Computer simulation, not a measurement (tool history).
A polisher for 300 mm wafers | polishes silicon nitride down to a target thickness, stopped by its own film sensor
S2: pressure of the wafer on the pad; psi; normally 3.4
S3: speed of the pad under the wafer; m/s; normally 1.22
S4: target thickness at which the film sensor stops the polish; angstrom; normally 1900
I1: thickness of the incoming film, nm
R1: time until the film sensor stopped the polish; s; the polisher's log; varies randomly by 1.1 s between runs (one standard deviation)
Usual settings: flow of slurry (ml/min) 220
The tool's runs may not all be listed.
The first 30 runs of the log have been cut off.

Run 31, hour 1815.7: usual settings; I1 293.4. Result: R1 73.6 s.
Run 32, hour 1861.5: usual settings but flow of slurry (ml/min) 250, S3 1.58 m/s; I1 301.8. Result: R1 62.5 s.
Run 33, hour 1899: usual settings but flow of slurry (ml/min) 160, S2 2.6 psi; I1 296.6. Result: R1 96 s.
At hour 1959.4: worn pad replaced by a new one.
Run 34, hour 1966.2: usual settings but S3 1.44 m/s; I1 298.7. Result: R1 60.6 s.
Run 35, hour 2035.2: usual settings but S2 2.3 psi; I1 295.8. Result: R1 88.4 s.
At hour 2042.2: slurry nozzle cleaned.
Run 36, hour 2064: usual settings; I1 295.1. Result: R1 70.8 s.
Run 37, hour 2128.8: usual settings but flow of slurry (ml/min) 260; I1 302.2. Result: R1 73.7 s.
Run 38, hour 2188.1: usual settings but flow of slurry (ml/min) 265, S4 2250 angstrom; I1 300.3. Result: R1 51 s.

What if the next run were any one of these 3? Each begins from the tool's condition after run 38:
Run A, hour 2188.5: usual settings but S2 4.2 psi; I1 303.1. Result: R1 ?.
Run B, hour 2188.5: usual settings but S4 2090 angstrom; I1 303.1. Result: R1 ?.
Run C, hour 2188.5: usual settings but S3 1.54 m/s; I1 303.1. Result: R1 ?.

run    R1
  A  66.5
  B  64.4
  C  64.3
Take away the tool's hidden state, keep each run's random variation, and the runs would have read:
run    R1
  A  59.8
  B  57.9
  C  57.8
